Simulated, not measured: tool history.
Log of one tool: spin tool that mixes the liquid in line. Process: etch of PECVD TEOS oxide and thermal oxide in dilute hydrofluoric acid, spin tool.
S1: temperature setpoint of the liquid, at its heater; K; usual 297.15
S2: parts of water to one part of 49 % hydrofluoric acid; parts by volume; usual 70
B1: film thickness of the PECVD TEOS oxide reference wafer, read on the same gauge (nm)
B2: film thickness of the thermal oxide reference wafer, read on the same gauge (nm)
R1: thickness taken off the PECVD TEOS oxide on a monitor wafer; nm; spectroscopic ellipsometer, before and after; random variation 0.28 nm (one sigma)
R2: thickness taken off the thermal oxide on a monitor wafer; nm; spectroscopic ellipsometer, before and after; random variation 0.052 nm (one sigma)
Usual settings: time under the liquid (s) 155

run 1 hour=0 | S1=297.15 S2=70 time_under_the_liquid_(s)=155 | B1=121.19 B2=60.64 | R1=40.79 R2=10.08
run 2 hour=24.2 | S1=297.15 S2=70 time_under_the_liquid_(s)=155 | B1=121.32 B2=60.63 | R1=39.87 R2=10.07
run 3 hour=55.1 | S1=297.15 S2=70 time_under_the_liquid_(s)=155 | B1=121.49 B2=60.73 | R1=40.46 R2=10.2
run 4 hour=113.6 | S1=301.15 S2=70 time_under_the_liquid_(s)=155 | B1=121.79 B2=60.88 | R1=47.51 R2=11.86
run 5 hour=238.9 | S1=301.15 S2=70 time_under_the_liquid_(s)=155 | B1=122.51 B2=61.25 | R1=47.65 R2=12.12
run 6 hour=293 | S1=301.15 S2=70 time_under_the_liquid_(s)=155 | B1=122.86 B2=61.44 | R1=48.55 R2=12.06
run 7 hour=336.3 | S1=295.65 S2=70 time_under_the_liquid_(s)=155 | B1=123.17 B2=61.63 | R1=38.28 R2=9.63
run 8 hour=406.1 | S1=295.65 S2=70 time_under_the_liquid_(s)=155 | B1=123.71 B2=61.84 | R1=38.11 R2=9.7
run 9 hour=447.4 | S1=297.15 S2=70 time_under_the_liquid_(s)=155 | B1=124.03 B2=62.02 | R1=40.99 R2=10.45
run 10 hour=499 | S1=297.15 S2=70 time_under_the_liquid_(s)=155 | B1=124.41 B2=62.21 | R1=41.33 R2=10.42
run 11 hour=528.8 | S1=297.15 S2=55 time_under_the_liquid_(s)=155 | B1=124.66 B2=62.34 | R1=54.47 R2=13.5
run 12 hour=577.2 | S1=297.15 S2=70 time_under_the_liquid_(s)=235 | B1=125.1 B2=62.56 | R1=63.18 R2=15.89
run 13 hour=628.2 | S1=297.15 S2=70 time_under_the_liquid_(s)=155 | B1=125.58 B2=62.79 | R1=41.77 R2=10.53
run 14 hour=686.3 | S1=293.15 S2=50 time_under_the_liquid_(s)=230 | B1=126.12 B2=63.08 | R1=75 R2=19
run 15 hour=745.8 | S1=297.15 S2=40 time_under_the_liquid_(s)=155 | B1=126.71 B2=63.36 | R1=76.72 R2=19.37
-- hour=808.1 gauge calibrated
run 16 hour=815.9 | S1=297.15 S2=85 time_under_the_liquid_(s)=200 | B1=119.66 B2=59.83 | R1=41.69 R2=10.37
-- hour=823.1 thermometer replaced
run 17 hour=844.7 | S1=300.15 S2=40 time_under_the_liquid_(s)=210 | B1=119.65 B2=59.84 | R1=110.4 R2=27.98
run 18 hour=885.5 | S1=293.65 S2=70 time_under_the_liquid_(s)=230 | B1=119.63 B2=59.84 | R1=50.57 R2=12.95
-- hour=933.5 hydrofluoric acid flow meter replaced
run 19 hour=944 | S1=297.15 S2=70 time_under_the_liquid_(s)=155 | B1=119.7 B2=59.88 | R1=39.48 R2=10.03
run 20 hour=1065.9 | S1=297.15 S2=70 time_under_the_liquid_(s)=155 | B1=119.88 B2=59.93 | R1=39.67 R2=9.95
run 21 hour=1122.7 | S1=294.15 S2=90 time_under_the_liquid_(s)=245 | B1=120 B2=59.98 | R1=42.92 R2=10.62
run 22 hour=1170.2 | S1=293.65 S2=40 time_under_the_liquid_(s)=120 | B1=120.14 B2=60.06 | R1=48.32 R2=12.12

3 ways to go on from here, each from the tool as it stands after run 22. What would each give?
run A hour=1170.7 | S1=298.65 S2=70 time_under_the_liquid_(s)=155 | B1=? B2=? | R1=? R2=?
run B hour=1170.7 | S1=292.15 S2=70 time_under_the_liquid_(s)=185 | B1=? B2=? | R1=? R2=?
run C hour=1170.7 | S1=297.15 S2=50 time_under_the_liquid_(s)=155 | B1=? B2=? | R1=? R2=?

run=A B1=120.12 B2=60.04 R1=42.02 R2=10.65
run=B B1=120.12 B2=60.04 R1=38.39 R2=9.73
run=C B1=120.12 B2=60.04 R1=56.85 R2=14.41
Without the tool's hidden state the same runs would have given:
run=A R1=41.98 R2=10.64
run=B R1=38.35 R2=9.72
run=C R1=56.79 R2=14.4
